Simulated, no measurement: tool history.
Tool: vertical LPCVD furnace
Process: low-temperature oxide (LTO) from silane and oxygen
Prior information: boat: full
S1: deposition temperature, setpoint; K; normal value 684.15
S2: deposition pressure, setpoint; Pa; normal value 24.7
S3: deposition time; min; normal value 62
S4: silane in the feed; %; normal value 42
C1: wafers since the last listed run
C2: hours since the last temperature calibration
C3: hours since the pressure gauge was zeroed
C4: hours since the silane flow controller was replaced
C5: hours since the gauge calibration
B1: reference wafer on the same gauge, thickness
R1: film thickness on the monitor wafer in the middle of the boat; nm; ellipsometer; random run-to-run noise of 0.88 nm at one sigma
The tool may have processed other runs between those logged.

{"run": 1, "day": 0.0, "S1": 684.15, "S2": 24.7, "S3": 62, "S4": 42, "C1": 0, "C2": 3399.9, "C3": 3504.5, "C4": 5685.6, "C5": 164.3, "B1": 687.1, "R1": 580.29}
{"run": 2, "day": 0.6, "S1": 684.15, "S2": 24.7, "S3": 62, "S4": 42, "C1": 180, "C2": 3414.3, "C3": 3518.9, "C4": 5700, "C5": 178.7, "B1": 687.02, "R1": 581.58}
{"day": 0.642, "done": "gauge calibrated"}
{"run": 3, "day": 1.171, "S1": 684.15, "S2": 24.7, "S3": 81.5, "S4": 42, "C1": 171, "C2": 3428, "C3": 3532.6, "C4": 5713.7, "C5": 12.7, "B1": 691.62, "R1": 769.64}
{"run": 4, "day": 1.642, "S1": 684.15, "S2": 24.7, "S3": 81.5, "S4": 42, "C1": 141, "C2": 3439.3, "C3": 3543.9, "C4": 5725, "C5": 24, "B1": 691.52, "R1": 767.62}
{"run": 5, "day": 2.371, "S1": 684.15, "S2": 24.7, "S3": 81.5, "S4": 42, "C1": 219, "C2": 3456.8, "C3": 3561.4, "C4": 5742.5, "C5": 41.5, "B1": 690.12, "R1": 766.66}
{"day": 3.704, "done": "pressure gauge zeroed"}
{"run": 6, "day": 3.725, "S1": 676.15, "S2": 24.7, "S3": 62, "S4": 48, "C1": 106, "C2": 3489.3, "C3": 0.5, "C4": 5775, "C5": 74, "B1": 688.79, "R1": 612.38}
{"run": 7, "day": 3.912, "S1": 676.15, "S2": 24.7, "S3": 62, "S4": 48, "C1": 56, "C2": 3493.8, "C3": 5, "C4": 5779.5, "C5": 78.5, "B1": 688.92, "R1": 614.31}
{"run": 8, "day": 4.171, "S1": 684.15, "S2": 24.7, "S3": 62, "S4": 47, "C1": 77, "C2": 3500, "C3": 11.2, "C4": 5785.7, "C5": 84.7, "B1": 688.56, "R1": 651.89}
{"run": 9, "day": 4.817, "S1": 684.15, "S2": 24.7, "S3": 62, "S4": 42, "C1": 194, "C2": 3515.5, "C3": 26.7, "C4": 5801.2, "C5": 100.2, "B1": 688.55, "R1": 581.31}
{"run": 10, "day": 5.342, "S1": 692.15, "S2": 24.7, "S3": 62, "S4": 42, "C1": 157, "C2": 3528.1, "C3": 39.3, "C4": 5813.8, "C5": 112.8, "B1": 688.22, "R1": 631.18}
{"run": 11, "day": 6.062, "S1": 684.15, "S2": 28.7, "S3": 70.5, "S4": 50, "C1": 216, "C2": 3545.4, "C3": 56.6, "C4": 5831.1, "C5": 130.1, "B1": 688.32, "R1": 904.04}
{"day": 7.112, "done": "silane flow controller replaced"}
{"day": 7.2, "done": "thermocouples replaced and temperature profile calibrated"}
{"run": 12, "day": 7.221, "S1": 678.15, "S2": 20.7, "S3": 71.5, "S4": 39, "C1": 21, "C2": 0.5, "C3": 84.4, "C4": 2.6, "C5": 157.9, "B1": 687.89, "R1": 483.99}
{"run": 13, "day": 7.458, "S1": 684.15, "S2": 27.3, "S3": 62, "S4": 42, "C1": 71, "C2": 6.2, "C3": 90.1, "C4": 8.3, "C5": 163.6, "B1": 688.01, "R1": 645.81}
{"day": 7.754, "done": "gauge calibrated"}
{"run": 14, "day": 7.992, "S1": 691.15, "S2": 24.7, "S3": 69.5, "S4": 44, "C1": 160, "C2": 19, "C3": 102.9, "C4": 21.1, "C5": 5.7, "B1": 691.79, "R1": 739.37}
{"run": 15, "day": 8.767, "S1": 684.15, "S2": 24.7, "S3": 62, "S4": 42, "C1": 233, "C2": 37.6, "C3": 121.5, "C4": 39.7, "C5": 24.3, "B1": 690.51, "R1": 582.85}
{"run": 16, "day": 9.196, "S1": 689.15, "S2": 26, "S3": 62, "S4": 49, "C1": 129, "C2": 47.9, "C3": 131.8, "C4": 50, "C5": 34.6, "B1": 689.58, "R1": 748.83}
{"run": 17, "day": 9.867, "S1": 684.15, "S2": 24.7, "S3": 62, "S4": 42, "C1": 201, "C2": 64, "C3": 147.9, "C4": 66.1, "C5": 50.7, "B1": 689.28, "R1": 583.03}
{"run": 18, "day": 10.146, "S1": 684.15, "S2": 21.3, "S3": 62, "S4": 35, "C1": 83, "C2": 70.7, "C3": 154.6, "C4": 72.8, "C5": 57.4, "B1": 688.92, "R1": 403.51}

Forecast each of these 3 alternatives for the next run:
{"run": "A", "day": 10.338, "S1": 684.15, "S2": 24.7, "S3": 62, "S4": 36, "C1": 57, "C2": 75.3, "C3": 159.2, "C4": 77.4, "C5": 62, "B1": "?", "R1": "?"}
{"run": "B", "day": 10.338, "S1": 677.15, "S2": 26.7, "S3": 69, "S4": 37, "C1": 57, "C2": 75.3, "C3": 159.2, "C4": 77.4, "C5": 62, "B1": "?", "R1": "?"}
{"run": "C", "day": 10.338, "S1": 684.15, "S2": 24.7, "S3": 62, "S4": 49, "C1": 57, "C2": 75.3, "C3": 159.2, "C4": 77.4, "C5": 62, "B1": "?", "R1": "?"}

run=A B1=689.06 R1=485
run=B B1=689.06 R1=559.4
run=C B1=689.06 R1=675.54
Without the tool's unlogged condition, the same runs would have read:
run=A R1=487.35
run=B R1=562.1
run=C R1=678.8

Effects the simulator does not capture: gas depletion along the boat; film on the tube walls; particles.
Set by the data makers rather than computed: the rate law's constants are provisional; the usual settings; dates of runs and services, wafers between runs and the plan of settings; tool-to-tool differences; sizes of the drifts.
